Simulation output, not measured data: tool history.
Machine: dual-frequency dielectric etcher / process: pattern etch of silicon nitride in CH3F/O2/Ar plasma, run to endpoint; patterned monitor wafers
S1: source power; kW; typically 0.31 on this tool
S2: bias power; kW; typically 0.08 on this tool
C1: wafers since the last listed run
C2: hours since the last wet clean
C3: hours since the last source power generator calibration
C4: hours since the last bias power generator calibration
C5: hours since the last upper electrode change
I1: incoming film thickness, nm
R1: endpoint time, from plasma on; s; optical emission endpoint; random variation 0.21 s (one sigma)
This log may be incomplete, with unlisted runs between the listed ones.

run,hour,S1,S2,C1,C2,C3,C4,C5,I1,R1
1,0,0.35,0.08,0,121.4,4169,2744,1230.3,21.22,31.7
2,74.5,0.35,0.08,834,195.9,4243.5,2818.5,1304.8,21.36,31.7
3,149.7,0.31,0.072,842,271.1,4318.7,2893.7,1380,21.55,36.4
4,233.5,0.29,0.072,938,354.9,4402.5,2977.5,1463.8,21.13,37.3
5,319.9,0.29,0.072,967,441.3,4488.9,3063.9,1550.2,21.39,38.1
6,410.5,0.31,0.08,1014,531.9,4579.5,3154.5,1640.8,21.11,34.3
7,488.2,0.31,0.08,870,609.6,4657.2,3232.2,1718.5,21.38,35.1
8,568.4,0.31,0.08,898,689.8,4737.4,3312.4,1798.7,21.07,34.4
# hour 627.2: wet clean of the chamber
9,627.7,0.31,0.08,395,0.5,4796.7,3371.7,1858,21.44,31.5
# hour 653.1: source power generator calibrated
10,691.8,0.31,0.08,673,64.6,38.7,3435.8,1922.1,21.33,31.4
11,774.9,0.31,0.08,930,147.7,121.8,3518.9,2005.2,21.24,31.6
12,964.1,0.31,0.08,2119,336.9,311,3708.1,2194.4,21.28,32
13,1029.2,0.31,0.08,729,402,376.1,3773.2,2259.5,21.22,32
14,1078.9,0.31,0.08,556,451.7,425.8,3822.9,2309.2,21.38,32.4
15,1167.4,0.31,0.08,991,540.2,514.3,3911.4,2397.7,21.27,32.4
# hour 1221.5: wet clean of the chamber, repeated, since the last time left the tool worse
16,1265.8,0.31,0.08,833,44.3,612.7,4009.8,2496.1,21.35,33.1
17,1305.8,0.27,0.08,448,84.3,652.7,4049.8,2536.1,21.19,36.3
18,1385.5,0.31,0.08,892,164,732.4,4129.5,2615.8,21.1,33.8
19,1468.8,0.24,0.072,932,247.3,815.7,4212.8,2699.1,21.35,42.7
# hour 1530.1: upper electrode replaced
20,1530.6,0.31,0.08,423,309.1,877.5,4274.6,0.5,21.08,33.4
21,1729.1,0.38,0.089,2223,507.6,1076,4473.1,199,21.25,28.8
22,1793.6,0.31,0.08,722,572.1,1140.5,4537.6,263.5,21.39,34.5
# hour 1862.9: wet clean of the chamber
# hour 1897.8: bias power generator calibrated
23,1898.3,0.35,0.068,859,35.4,1245.2,0.5,368.2,21.29,34.3
24,1951.3,0.25,0.098,593,88.4,1298.2,53.5,421.2,21.1,34.9
25,2038.7,0.31,0.091,978,175.8,1385.6,140.9,508.6,21.39,31.6
26,2125.7,0.31,0.08,974,262.8,1472.6,227.9,595.6,21.49,34.2
27,2211.8,0.36,0.08,964,348.9,1558.7,314,681.7,21.16,31.4
28,2309.1,0.31,0.064,1089,446.2,1656,411.3,779,21.28,38.7
29,2387.9,0.38,0.1,882,525,1734.8,490.1,857.8,21.17,27.5
# hour 2491.7: wet clean of the chamber
30,2492.2,0.26,0.099,899,0.5,1839.1,594.4,962.1,21.33,33.4
31,2591.8,0.31,0.08,1115,100.1,1938.7,694,1061.7,21.41,33.8
32,2694.1,0.31,0.08,1145,202.4,2041,796.3,1164,21.3,33.8
33,2792.6,0.29,0.073,1103,300.9,2139.5,894.8,1262.5,21.41,37.5
34,2896.3,0.31,0.08,1161,404.6,2243.2,998.5,1366.2,21.12,34
35,2941,0.33,0.074,500,449.3,2287.9,1043.2,1410.9,21.54,35

Hidden state at the last listed run before each entry between runs and at the first one after, where it differs:
From run 8 to run 9: wet clean of the chamber (hour 627.2)
  etch rate over this chamber's usual, %: -3.44 -> 6.96
  what was measured, less what the result would be without the hidden state, R1: +1.2 -> -2.2 s
From run 9 to run 10: source power generator calibrated (hour 653.1)
  etch rate over this chamber's usual, %: 6.96 -> 6.64
  what was measured, less what the result would be without the hidden state, R1: -2.2 -> -2.1 s
From run 15 to run 16: wet clean of the chamber, repeated, since the last time left the tool worse (hour 1221.5)
  etch rate over this chamber's usual, %: 4.32 -> 0.034
  what was measured, less what the result would be without the hidden state, R1: -1.4 -> +0 s
From run 19 to run 20: upper electrode replaced (hour 1530.1)
  etch rate over this chamber's usual, %: -0.956 -> -1.26
  what was measured, less what the result would be without the hidden state, R1: +0.4 -> +0.4 s
From run 22 to run 23: wet clean of the chamber (hour 1862.9); bias power generator calibrated (hour 1897.8)
  etch rate over this chamber's usual, %: -2.54 -> -0.493
  what was measured, less what the result would be without the hidden state, R1: +0.9 -> +0.2 s
From run 29 to run 30: wet clean of the chamber (hour 2491.7)
  etch rate over this chamber's usual, %: -2.88 -> -0.357
  what was measured, less what the result would be without the hidden state, R1: +0.8 -> +0.1 s

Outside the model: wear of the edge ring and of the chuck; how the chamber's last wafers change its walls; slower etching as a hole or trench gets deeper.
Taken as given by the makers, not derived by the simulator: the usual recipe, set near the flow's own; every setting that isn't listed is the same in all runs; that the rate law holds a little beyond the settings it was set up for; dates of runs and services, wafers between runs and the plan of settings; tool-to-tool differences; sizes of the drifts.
